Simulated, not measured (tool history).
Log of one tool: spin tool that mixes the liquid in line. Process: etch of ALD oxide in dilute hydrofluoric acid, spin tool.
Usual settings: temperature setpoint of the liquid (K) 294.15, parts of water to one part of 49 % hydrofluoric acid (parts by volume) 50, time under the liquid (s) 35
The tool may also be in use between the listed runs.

run   hour  temperature setpoint of the liquid (K)  parts of water to one part of 49 % hydrofluoric acid (parts by volume)  time under the liquid (s)  read-back film thickness of the ALD oxide reference wafer, read on the same gauge (nm)  thickness taken off the ALD oxide on a monitor wafer (angstrom)
  1    0.0                                  294.15                                                                      50                         35                                                                                  120.00                                                            125.0
  2   27.5                                  294.15                                                                      50                         35                                                                                  120.01                                                            124.2
  3   49.2                                  294.15                                                                      50                         35                                                                                  119.98                                                            125.6
  4   76.7                                  294.15                                                                      65                         35                                                                                  119.99                                                             94.3
  5  103.0                                  294.15                                                                      65                         35                                                                                  119.99                                                             94.8
  6  133.2                                  294.15                                                                      50                         30                                                                                  120.01                                                            107.2
  7  159.5                                  294.15                                                                      50                         30                                                                                  120.00                                                            107.6
  8  186.0                                  294.15                                                                      50                         30                                                                                  120.00                                                            108.0
  9  212.6                                  291.15                                                                      50                         35                                                                                  120.00                                                            111.4
 10  238.7                                  291.15                                                                      50                         35                                                                                  120.01                                                            111.1
 11  259.4                                  294.15                                                                      70                         35                                                                                  120.01                                                             87.9
 12  295.9                                  292.65                                                                      50                         35                                                                                  119.98                                                            118.1
 13  395.7                                  292.65                                                                      50                         35                                                                                  120.02                                                            120.2
 14  410.8                                  294.15                                                                      50                         35                                                                                  119.99                                                            127.4
 15  433.6                                  294.15                                                                      50                         35                                                                                  120.02                                                            127.1
 16  456.1                                  297.15                                                                      50                         35                                                                                  119.98                                                            144.3
 17  487.3                                  294.15                                                                      50                         35                                                                                  120.02                                                            126.0
 18  507.6                                  294.15                                                                      50                         35                                                                                  120.00                                                            127.8
 19  526.6                                  294.15                                                                      50                         35                                                                                  120.01                                                            127.0
 20  562.2                                  294.15                                                                      50                         35                                                                                  120.01                                                            127.2
 21  594.5                                  294.15                                                                      50                         55                                                                                  120.01                                                            202.8
 22  624.6                                  290.15                                                                      50                         45                                                                                  119.99                                                            132.5
 23  653.6                                  294.15                                                                      50                         35                                                                                  119.97                                                            124.5
 24  688.6                                  294.15                                                                      50                         20                                                                                  119.99                                                             70.9
 25  709.2                                  294.15                                                                      65                         35                                                                                  119.98                                                             93.4
 26  734.2                                  294.15                                                                      50                         35                                                                                  119.97                                                            125.0
 27  751.2                                  297.65                                                                      65                         50                                                                                  119.98                                                            155.3
 28  773.2                                  297.65                                                                      35                         50                                                                                  120.02                                                            300.0
 29  845.4                                  290.15                                                                      30                         35                                                                                  120.01                                                            179.3
 30  875.7                                  294.15                                                                      35                         45                                                                                  119.98                                                            235.4
 31  888.3                                  292.65                                                                      65                         20                                                                                  119.99                                                             50.7
 32  912.4                                  294.15                                                                      30                         35                                                                                  120.02                                                            212.0
 33  946.8                                  294.15                                                                      40                         35                                                                                  119.98                                                            157.2
 34  970.0                                  290.15                                                                      70                         40                                                                                  120.01                                                             84.3
 35  996.9                                  294.15                                                                      50                         35                                                                                  120.02                                                            125.5

Taken out of this log: 4 entries between the listed runs. Where each belongs, and how the hidden state differs across it:
Between runs 8 and 9: gauge calibrated (hour 209.2)
  liquid hotter than its thermometer reads (K): 0.408 -> 0.433
  measured less the result without the state, thickness taken off the ALD oxide on a monitor wafer (angstrom): +1.8 -> +2.0
Between runs 11 and 12: hydrofluoric acid flow meter replaced (hour 295.4)
  liquid hotter than its thermometer reads (K): 0.477 -> 0.511
  measured less the result without the state, thickness taken off the ALD oxide on a monitor wafer (angstrom): +1.8 -> +2.6
Between runs 21 and 22: thermometer replaced (hour 613.3)
  liquid hotter than its thermometer reads (K): 0.791 -> 0.0124
  measured less the result without the state, thickness taken off the ALD oxide on a monitor wafer (angstrom): +6.7 -> +0.0
Between runs 28 and 29: gauge calibrated (hour 784.4)
  liquid hotter than its thermometer reads (K): 0.152 -> 0.22
  measured less the result without the state, thickness taken off the ALD oxide on a monitor wafer (angstrom): +1.8 -> +1.7
